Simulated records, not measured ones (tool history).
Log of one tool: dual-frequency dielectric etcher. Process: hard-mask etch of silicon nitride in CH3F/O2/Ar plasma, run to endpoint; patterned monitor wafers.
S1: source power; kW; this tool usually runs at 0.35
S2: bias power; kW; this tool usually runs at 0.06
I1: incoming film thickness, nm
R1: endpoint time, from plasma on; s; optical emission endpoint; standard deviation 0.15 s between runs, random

run	hour	S1	S2	I1	R1
1	0	0.35	0.06	28.63	50.5
2	49	0.35	0.06	28.21	49.9
3	108.7	0.35	0.051	28.17	53.1
4	178.9	0.35	0.05	28.41	54
5	228.2	0.35	0.05	28.39	54.1
# hour 309.3: upper electrode replaced
6	313.9	0.35	0.05	28.18	54.2
# hour 343.7: wet clean of the chamber
7	373.2	0.35	0.06	28.51	49.5
8	442.1	0.35	0.06	28.37	49.5
9	498.1	0.28	0.06	28.55	54.2
# hour 510.4: bias power generator calibrated
10	525.9	0.35	0.06	28.55	49.8
# hour 544.3: source power generator calibrated
11	570.4	0.35	0.054	28.28	51.4
12	637.6	0.35	0.073	28.21	46.2
13	677.1	0.35	0.06	28.38	50.1
14	742.7	0.31	0.053	28.24	54.5
# hour 785.1: wet clean of the chamber
15	806.9	0.29	0.052	28.27	55
16	867.3	0.39	0.05	28.58	51.2
17	922	0.42	0.06	28.36	46.9
18	963.6	0.33	0.06	28.51	51.4
19	1007.2	0.27	0.055	28.48	56.3

3 options for the next run, each taken on its own from the tool as it stands now. Forecast them:
A	1007.6	0.38	0.06	28.03	?
B	1007.6	0.43	0.051	28.03	?
C	1007.6	0.3	0.07	28.03	?

run	R1
A	48.3
B	49
C	49.3
What these runs would have given with no unlogged condition in the tool:
run	R1
A	47
B	47.7
C	48

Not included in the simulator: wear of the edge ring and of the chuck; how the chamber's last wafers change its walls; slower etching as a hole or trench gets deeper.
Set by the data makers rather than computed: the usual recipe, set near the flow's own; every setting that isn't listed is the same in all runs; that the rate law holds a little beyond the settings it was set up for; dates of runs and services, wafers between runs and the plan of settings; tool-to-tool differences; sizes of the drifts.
